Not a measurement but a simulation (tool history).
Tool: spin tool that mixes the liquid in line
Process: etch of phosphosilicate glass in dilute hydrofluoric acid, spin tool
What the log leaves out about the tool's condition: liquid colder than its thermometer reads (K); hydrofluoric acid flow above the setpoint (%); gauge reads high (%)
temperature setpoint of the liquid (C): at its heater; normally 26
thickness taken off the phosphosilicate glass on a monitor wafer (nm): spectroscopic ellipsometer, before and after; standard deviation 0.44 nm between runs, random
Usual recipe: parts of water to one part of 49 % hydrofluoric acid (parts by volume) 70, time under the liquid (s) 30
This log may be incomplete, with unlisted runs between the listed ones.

run	hour	temperature setpoint of the liquid (C)	parts of water to one part of 49 % hydrofluoric acid (parts by volume)	time under the liquid (s)	wafers since the last listed run	hours since the thermometer was replaced	hours since the hydrofluoric acid flow meter was replaced	hours since the gauge calibration	read-back film thickness of the phosphosilicate glass reference wafer, read on the same gauge (nm)	thickness taken off the phosphosilicate glass on a monitor wafer (nm)
1	0	26	85	30	0	301.4	1872.1	326.3	39.97	79.65
2	49	26	85	30	583	350.4	1921.1	375.3	39.98	79.98
3	79.1	26	85	30	358	380.5	1951.2	405.4	40	79.13
4	146.9	26	70	30	807	448.3	2019	473.2	40.02	98.69
5	192.7	26	70	30	545	494.1	2064.8	519	40.05	99.13
6	224.6	26	70	30	379	526	2096.7	550.9	40.03	98.15
7	258.8	26	45	30	407	560.2	2130.9	585.1	40.01	159.17
8	283.5	26	45	30	294	584.9	2155.6	609.8	40.02	160.91
9	323.3	26	45	30	473	624.7	2195.4	649.6	39.98	159.62
10	360.4	26	80	15	441	661.8	2232.5	686.7	40.02	42.74
11	415.8	26	70	30	659	717.2	2287.9	742.1	40.02	98.68
# hour 421.5: gauge calibrated
# hour 456.1: hydrofluoric acid flow meter replaced
12	457.9	28	55	15	489	759.3	1.8	36.4	40	66.1

Expected results for the next run?
# hour 459.8: thermometer replaced
13	495.4	26	45	45	434	35.6	39.3	73.9	?	?

read-back film thickness of the phosphosilicate glass reference wafer, read on the same gauge (nm): 39.99
thickness taken off the phosphosilicate glass on a monitor wafer (nm): 231.1
On a tool with no hidden condition, and with the same random variation, this run would have come out at thickness taken off the phosphosilicate glass on a monitor wafer (nm) 230.06.
